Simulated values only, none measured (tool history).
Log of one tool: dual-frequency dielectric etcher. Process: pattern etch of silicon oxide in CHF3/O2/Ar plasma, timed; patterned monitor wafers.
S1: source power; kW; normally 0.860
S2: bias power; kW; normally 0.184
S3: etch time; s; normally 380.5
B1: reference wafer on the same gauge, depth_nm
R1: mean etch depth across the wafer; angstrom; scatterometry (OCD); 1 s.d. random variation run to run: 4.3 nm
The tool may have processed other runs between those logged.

| run | hour | S1 | S2 | S3 | B1 | R1 |
|---|---|---|---|---|---|---|
| 1 | 0.0 | 0.860 | 0.184 | 380.5 | 755.5 | 8284 |
| 2 | 28.2 | 0.860 | 0.184 | 380.5 | 757.2 | 8360 |
|  | 74.9 | wet clean of the chamber |
| 3 | 96.4 | 0.860 | 0.184 | 380.5 | 754.6 | 8337 |
|  | 150.8 | source power generator calibrated |
| 4 | 151.3 | 0.860 | 0.149 | 380.5 | 752.4 | 7589 |
| 5 | 174.8 | 0.860 | 0.184 | 380.5 | 752.4 | 8259 |
| 6 | 212.2 | 0.860 | 0.184 | 380.5 | 751.3 | 8296 |
| 7 | 283.7 | 0.860 | 0.184 | 380.5 | 749.0 | 8256 |
|  | 285.2 | gauge calibrated |
| 8 | 329.1 | 0.860 | 0.184 | 380.5 | 773.0 | 8527 |
| 9 | 358.3 | 0.860 | 0.226 | 380.5 | 771.5 | 9240 |
|  | 421.5 | upper electrode replaced |
| 10 | 422.0 | 1.080 | 0.216 | 380.5 | 771.0 | 10006 |
| 11 | 438.8 | 0.860 | 0.184 | 435.5 | 771.3 | 9680 |
|  | 464.0 | bias power generator calibrated |
|  | 480.1 | wet clean of the chamber |
| 12 | 507.4 | 0.860 | 0.184 | 380.5 | 770.7 | 8498 |
| 13 | 559.2 | 0.860 | 0.184 | 380.5 | 772.2 | 8455 |
| 14 | 603.4 | 0.860 | 0.184 | 380.5 | 769.2 | 8477 |
| 15 | 653.1 | 0.860 | 0.184 | 380.5 | 768.9 | 8591 |
| 16 | 698.7 | 0.810 | 0.160 | 380.5 | 769.9 | 7767 |
| 17 | 755.8 | 0.860 | 0.184 | 380.5 | 768.7 | 8506 |
| 18 | 804.7 | 1.070 | 0.184 | 302.0 | 768.8 | 7361 |
| 19 | 840.3 | 0.650 | 0.208 | 328.5 | 768.4 | 6820 |
|  | 912.4 | wet clean of the chamber |
| 20 | 912.9 | 0.860 | 0.184 | 380.5 | 766.7 | 8503 |
| 21 | 970.5 | 1.010 | 0.144 | 272.5 | 765.4 | 5906 |
| 22 | 1011.4 | 1.000 | 0.172 | 351.5 | 764.9 | 8151 |
| 23 | 1055.5 | 0.990 | 0.217 | 280.0 | 764.4 | 7032 |
| 24 | 1086.4 | 0.780 | 0.204 | 380.5 | 763.7 | 8426 |
| 25 | 1138.1 | 0.930 | 0.214 | 295.5 | 761.5 | 7141 |
| 26 | 1275.3 | 0.800 | 0.216 | 274.5 | 759.8 | 6235 |
|  | 1332.4 | wet clean of the chamber |
| 27 | 1337.0 | 0.860 | 0.168 | 380.5 | 758.5 | 8035 |
| 28 | 1394.9 | 0.760 | 0.184 | 453.0 | 758.9 | 9367 |

Each row is a separate what-if for the run after 28, all from the same tool condition, not one after another. Results?
| A | 1395.4 | 0.860 | 0.184 | 317.5 | ? | ? |
| B | 1395.4 | 0.990 | 0.184 | 444.5 | ? | ? |
| C | 1395.4 | 0.960 | 0.209 | 461.0 | ? | ? |
| D | 1395.4 | 0.860 | 0.218 | 442.0 | ? | ? |
| E | 1395.4 | 0.770 | 0.184 | 292.5 | ? | ? |

| run | B1 | R1 |
|---|---|---|
| A | 757.3 | 6908 |
| B | 757.3 | 10281 |
| C | 757.3 | 11083 |
| D | 757.3 | 10312 |
| E | 757.3 | 6062 |
What these runs would have given with no unlogged condition in the tool:
| run | R1 |
|---|---|
| A | 7016 |
| B | 10442 |
| C | 11256 |
| D | 10473 |
| E | 6157 |

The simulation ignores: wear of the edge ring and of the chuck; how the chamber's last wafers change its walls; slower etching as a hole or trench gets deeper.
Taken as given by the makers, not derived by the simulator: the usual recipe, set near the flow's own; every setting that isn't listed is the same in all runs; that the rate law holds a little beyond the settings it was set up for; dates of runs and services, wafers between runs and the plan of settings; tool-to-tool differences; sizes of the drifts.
